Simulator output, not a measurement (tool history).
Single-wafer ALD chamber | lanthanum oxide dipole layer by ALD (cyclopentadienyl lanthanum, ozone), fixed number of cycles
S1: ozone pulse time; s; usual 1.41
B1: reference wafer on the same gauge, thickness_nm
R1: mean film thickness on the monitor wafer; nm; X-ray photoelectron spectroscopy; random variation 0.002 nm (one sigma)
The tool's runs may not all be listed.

run	day	S1	B1	R1
1	0	1.41	0.643	0.531
2	2.517	1.41	0.643	0.529
3	4.45	1.41	0.643	0.525
# day 8.05: thermocouple changed; heater temperature recalibrated
4	8.071	1.41	0.643	0.519
5	11.354	1.41	0.643	0.521
6	13.883	1.21	0.643	0.485
# day 14.317: ozone generator serviced
7	18.354	1.67	0.643	0.563
8	21.921	1.67	0.643	0.552
9	25.962	1.56	0.643	0.541
10	28.371	1.41	0.643	0.526
11	31.829	1.41	0.643	0.525
12	34.854	1.41	0.643	0.523
# day 36.421: ozone generator serviced
13	36.846	1.41	0.643	0.547
14	38.667	1.41	0.643	0.542
15	42.196	1.41	0.643	0.535
16	44.325	1.41	0.643	0.531
# day 45.975: thermocouple changed; heater temperature recalibrated
17	47.075	1.57	0.643	0.542
18	50.738	1.97	0.643	0.565
19	54.858	1.07	0.643	0.46
# day 56.712: showerhead replaced
20	57.188	1.41	0.643	0.523
21	60.583	1.79	0.643	0.556
# day 62.238: ozone generator serviced
22	64.1	1.41	0.643	0.542
# day 65.912: gauge calibrated
23	67.308	1.08	0.643	0.484
24	69.029	1.03	0.643	0.469
25	73.358	1.41	0.643	0.524
26	82.742	1.18	0.643	0.482
# day 84.325: thermocouple changed; heater temperature recalibrated
# day 85.367: ozone generator serviced
27	85.642	1.02	0.643	0.491
28	89.1	1.71	0.643	0.563
29	93.542	1.75	0.643	0.559
30	96.554	1.2	0.643	0.497
31	99.129	1.09	0.643	0.471
32	102.25	1.91	0.643	0.564
33	105.262	1.63	0.643	0.541

What was the tool's hidden state at every run in the log?
wafer temperature above the value expected at the setpoint (K): 0 in every run
gauge reads high (%): 0 in every run
H1: ozone dose above that of a generator just serviced (%)
run	H1
1	-12.4
2	-14.5
3	-15.8
4	-17.4
5	-18.3
6	-18.7
7	-7.47
8	-11.3
9	-14
10	-15
11	-16
12	-16.6
13	-1.65
14	-5.22
15	-10.1
16	-12.1
17	-14
18	-15.6
19	-16.7
20	-17.1
21	-17.5
22	-5.49
23	-10.3
24	-12.1
25	-15.2
26	-18
27	-1.34
28	-7.59
29	-12.4
30	-14.3
31	-15.5
32	-16.4
33	-17

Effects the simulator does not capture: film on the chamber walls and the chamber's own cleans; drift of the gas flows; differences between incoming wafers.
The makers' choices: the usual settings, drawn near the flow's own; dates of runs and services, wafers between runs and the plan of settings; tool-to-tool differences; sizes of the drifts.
